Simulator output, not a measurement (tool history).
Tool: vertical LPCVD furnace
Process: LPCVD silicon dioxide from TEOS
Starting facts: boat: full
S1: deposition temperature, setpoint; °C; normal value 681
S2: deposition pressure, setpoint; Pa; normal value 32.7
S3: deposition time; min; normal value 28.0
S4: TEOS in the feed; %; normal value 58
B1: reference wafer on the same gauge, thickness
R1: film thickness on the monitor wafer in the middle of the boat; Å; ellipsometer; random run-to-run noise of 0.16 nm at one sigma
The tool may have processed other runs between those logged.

run,hour,S1,S2,S3,S4,B1,R1
1,0.0,681,32.7,28.0,58,129.00,1143.5
2,34.8,681,32.7,28.0,58,129.01,1140.5
3,43.4,681,32.7,28.0,58,128.99,1143.3
# hour 51.5: gauge calibrated
4,61.0,681,32.7,28.0,58,129.00,1144.3
# hour 91.1: TEOS flow controller replaced
# hour 105.1: pressure gauge zeroed
5,105.6,681,27.3,28.0,58,129.03,1046.2
6,109.3,681,32.7,28.0,58,129.03,1148.8
7,113.1,681,32.7,28.0,58,128.99,1141.3
8,116.9,681,32.7,33.0,58,129.00,1353.1
9,125.9,688,32.7,28.0,48,128.97,1231.4
# hour 151.3: thermocouples replaced and temperature profile calibrated
10,151.8,681,32.7,28.0,54,128.99,1060.5
11,160.0,670,32.7,28.0,53,129.03,800.1
# hour 177.3: gauge calibrated
12,201.1,681,32.7,28.0,58,129.00,1097.0
13,208.9,681,39.3,22.5,58,129.00,966.0
14,219.0,681,32.7,28.0,58,129.02,1097.9
15,226.9,681,40.7,28.0,58,128.96,1227.6

Consider 5 possible next runs. They are alternatives, not a sequence: every one starts from the tool as it was left by run 15. What does each give?
A,230.8,681,32.7,28.0,49,?,?
B,230.8,690,32.7,24.5,58,?,?
C,230.8,681,32.7,28.0,63,?,?
D,230.8,681,40.0,28.0,50,?,?
E,230.8,690,32.7,28.0,66,?,?

run,B1,R1
A,128.96,1010.5
B,128.96,1193.2
C,128.96,1145.8
D,128.96,1129.6
E,128.96,1454.7
Without the tool's hidden state the same runs would have given:
run,R1
A,990.3
B,1169.8
C,1122.9
D,1107.0
E,1426.2
